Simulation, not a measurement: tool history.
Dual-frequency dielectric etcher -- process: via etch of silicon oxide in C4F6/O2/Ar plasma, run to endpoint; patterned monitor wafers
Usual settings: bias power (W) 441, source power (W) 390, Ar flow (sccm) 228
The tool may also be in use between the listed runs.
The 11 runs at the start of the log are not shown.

run   hour  bias power (W)  source power (W)  Ar flow (sccm)  wafers since the last listed run  hours since the last wet clean  hours since the last bias power generator calibration  hours since the last source power generator calibration  hours since the last Ar flow controller change  hours since the last upper electrode change  incoming incoming film thickness, nm  endpoint time (s)
     125.9  -- bias power generator calibrated
 12  135.3             441               390             228                               136                            45.1                                                    9.4                                                     63.6                                          1849.8                                         88.7                                 127.5               31.9
 13  143.1             441               390             228                                97                            52.9                                                   17.2                                                     71.4                                          1857.6                                         96.5                                 125.7               31.4
 14  158.6             517               390             261                               193                            68.4                                                   32.7                                                     86.9                                          1873.1                                        112.0                                 128.7               31.3
     165.6  -- Ar flow controller replaced
 15  168.0             398               390             228                                42                            77.8                                                   42.1                                                     96.3                                             2.4                                        121.4                                 127.9               32.8
 16  175.7             441               390             228                                96                            85.5                                                   49.8                                                    104.0                                            10.1                                        129.1                                 126.7               31.6
 17  184.1             348               460             275                               104                            93.9                                                   58.2                                                    112.4                                            18.5                                        137.5                                 127.6               32.7
 18  191.5             441               390             228                                92                           101.3                                                   65.6                                                    119.8                                            25.9                                        144.9                                 127.7               31.9
 19  205.0             479               320             198                               168                           114.8                                                   79.1                                                    133.3                                            39.4                                        158.4                                 128.2               32.8
 20  220.0             514               390             228                               187                           129.8                                                   94.1                                                    148.3                                            54.4                                        173.4                                 126.8               30.2
 21  233.3             519               360             275                               165                           143.1                                                  107.4                                                    161.6                                            67.7                                        186.7                                 127.9               31.9
 22  248.2             441               470             228                               185                           158.0                                                  122.3                                                    176.5                                            82.6                                        201.6                                 128.6               30.0
 23  257.1             534               390             228                               111                           166.9                                                  131.2                                                    185.4                                            91.5                                        210.5                                 127.3               30.1

Estimate the outcome of run 24 from the log above:
 24  271.2             381               390             228                               175                           181.0                                                  145.3                                                    199.5                                           105.6                                        224.6                                 126.4                  ?

{"run 24": {"endpoint time (s)": 32.9}}
If the tool had no hidden condition, the same run with the same run-to-run variation would have returned endpoint time (s) 32.9.
